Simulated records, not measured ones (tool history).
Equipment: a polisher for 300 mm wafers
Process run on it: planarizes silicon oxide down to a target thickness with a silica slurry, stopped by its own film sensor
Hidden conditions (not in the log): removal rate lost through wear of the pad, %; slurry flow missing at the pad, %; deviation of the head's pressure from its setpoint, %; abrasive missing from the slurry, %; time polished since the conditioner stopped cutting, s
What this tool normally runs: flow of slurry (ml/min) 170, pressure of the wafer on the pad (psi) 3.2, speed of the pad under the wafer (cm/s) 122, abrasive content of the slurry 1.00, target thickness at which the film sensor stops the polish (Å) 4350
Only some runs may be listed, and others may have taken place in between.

run    hour  flow of slurry (ml/min)  pressure of the wafer on the pad (psi)  speed of the pad under the wafer (cm/s)  abrasive content of the slurry  target thickness at which the film sensor stops the polish (Å)  wafers since the last listed run  wafers polished on this pad  hours since the slurry nozzle was cleaned  hours since the head pressure was calibrated  hours since the slurry blender was calibrated  hours since the conditioning disc was replaced  incoming thickness of the incoming film, nm  time until the film sensor stopped the polish (s)
  1     0.0                      170                                     3.2                                      122                            1.00                                                            4350                                 0                          503                                      234.6                                         357.2                                          168.2                                           140.9                                        740.6                                              110.5
  2    58.2                      170                                     3.2                                      122                            1.00                                                            4350                               415                          919                                      292.8                                         415.4                                          226.4                                           199.1                                        739.1                                              114.6
  3   112.0                      170                                     3.8                                      122                            1.00                                                            4350                               384                         1303                                      346.6                                         469.2                                          280.2                                           252.9                                        728.6                                               96.0
      143.8  -- slurry nozzle cleaned
  4   156.8                      170                                     3.8                                      122                            1.00                                                            4350                               312                         1615                                       13.0                                         514.0                                          325.0                                           297.7                                        746.0                                              101.3
  5   219.5                      170                                     3.2                                      122                            1.00                                                            5110                               447                         2063                                       75.7                                         576.7                                          387.7                                           360.4                                        725.9                                               80.2
      233.0  -- worn pad replaced by a new one
  6   262.6                      170                                     3.2                                      122                            1.00                                                            5110                               279                          211                                      118.8                                         619.8                                          430.8                                           403.5                                        735.5                                               85.5
      276.2  -- slurry blender recalibrated
  7   315.3                      170                                     3.6                                      122                            1.00                                                            4350                               361                          572                                      171.5                                         672.5                                           39.1                                           456.2                                        748.5                                              110.0
      320.4  -- conditioning disc replaced and pad reconditioned
  8   351.3                      170                                     3.6                                      122                            1.00                                                            4350                               242                          815                                      207.5                                         708.5                                           75.1                                            30.9                                        730.4                                               95.4
  9   381.3                      170                                     3.6                                      122                            1.00                                                            4350                               214                         1029                                      237.5                                         738.5                                          105.1                                            60.9                                        745.7                                              105.6
 10   446.6                      170                                     3.2                                      122                            1.00                                                            4350                               466                         1496                                      302.8                                         803.8                                          170.4                                           126.2                                        733.7                                              109.9
 11   473.3                      170                                     3.2                                      122                            1.00                                                            4350                               190                         1686                                      329.5                                         830.5                                          197.1                                           152.9                                        742.1                                              114.2
 12   518.5                      170                                     3.2                                      122                            1.15                                                            4350                               322                         2009                                      374.7                                         875.7                                          242.3                                           198.1                                        731.8                                              103.6
      529.8  -- slurry nozzle cleaned
 13   554.6                      205                                     3.2                                      136                            1.00                                                            5020                               250                         2259                                       24.8                                         911.8                                          278.4                                           234.2                                        740.5                                               81.5
      579.4  -- worn pad replaced by a new one
 14   598.4                      170                                     3.2                                      156                            0.90                                                            4350                               284                          135                                       68.6                                         955.6                                          322.2                                           278.0                                        725.4                                               91.2
 15   628.7                      210                                     2.3                                      122                            1.00                                                            4350                               216                          352                                       98.9                                         985.9                                          352.5                                           308.3                                        742.7                                              152.5
 16   699.0                      170                                     3.2                                      122                            1.00                                                            3730                               501                          854                                      169.2                                        1056.2                                          422.8                                           378.6                                        744.0                                              142.0
 17   752.1                      170                                     3.2                                      122                            1.00                                                            4350                               379                         1233                                      222.3                                        1109.3                                          475.9                                           431.7                                        747.2                                              121.9
      755.1  -- head pressure recalibrated
      805.2  -- slurry blender recalibrated
 18   805.7                      185                                     3.7                                      122                            1.20                                                            4350                               354                         1587                                      275.9                                          50.6                                            0.5                                           485.3                                        747.4                                               99.8
 19   870.3                      170                                     3.2                                      122                            1.00                                                            4350                               461                         2048                                      340.5                                         115.2                                           65.1                                           549.9                                        739.1                                              116.2
      911.1  -- conditioning disc replaced and pad reconditioned
      914.9  -- slurry nozzle cleaned
      953.6  -- worn pad replaced by a new one
 20  1023.0                      170                                     3.2                                      134                            1.00                                                            4350                              1040                          495                                      108.1                                         267.9                                          217.8                                           111.9                                        735.2                                              103.2
 21  1084.1                      170                                     3.2                                      122                            1.00                                                            3630                               436                          931                                      169.2                                         329.0                                          278.9                                           173.0                                        724.0                                              127.6
 22  1114.0                      170                                     3.2                                      122                            1.00                                                            3630                               213                         1145                                      199.1                                         358.9                                          308.8                                           202.9                                        741.0                                              139.2
     1251.0  -- slurry blender recalibrated
 23  1266.5                      170                                     2.3                                      122                            1.00                                                            4880                              1074                         2219                                      351.6                                         511.4                                           15.5                                           355.4                                        739.7                                              125.4
     1270.7  -- slurry nozzle cleaned
     1283.9  -- worn pad replaced by a new one
 24  1297.6                      190                                     3.2                                      122                            1.00                                                            4350                               186                           97                                       26.9                                         542.5                                           46.6                                           386.5                                        732.2                                              113.3
 25  1363.1                      170                                     3.2                                      122                            1.00                                                            4350                               467                          565                                       92.4                                         608.0                                          112.1                                           452.0                                        736.3                                              118.8
 26  1428.5                      170                                     3.2                                       92                            1.20                                                            4640                               466                         1031                                      157.8                                         673.4                                          177.5                                           517.4                                        729.7                                              119.1

Consider 3 possible next runs. They are alternatives, not a sequence: every one starts from the tool as it was left by run 26. What does each give?
  A  1428.9                      170                                     3.7                                      122                            1.00                                                            4350                                 2                         1034                                      158.2                                         673.8                                          177.9                                           517.8                                        741.7                                                  ?
  B  1428.9                      170                                     3.2                                      122                            0.75                                                            4820                                 2                         1034                                      158.2                                         673.8                                          177.9                                           517.8                                        741.7                                                  ?
  C  1428.9                      155                                     3.2                                      122                            1.00                                                            3990                                 2                         1034                                      158.2                                         673.8                                          177.9                                           517.8                                        741.7                                                  ?

run  time until the film sensor stopped the polish (s)
  A                                              105.9
  B                                              111.2
  C                                              134.2
Had the tool no hidden state, the same runs would have come out as:
run  time until the film sensor stopped the polish (s)
  A                                               94.9
  B                                              100.8
  C                                              121.7
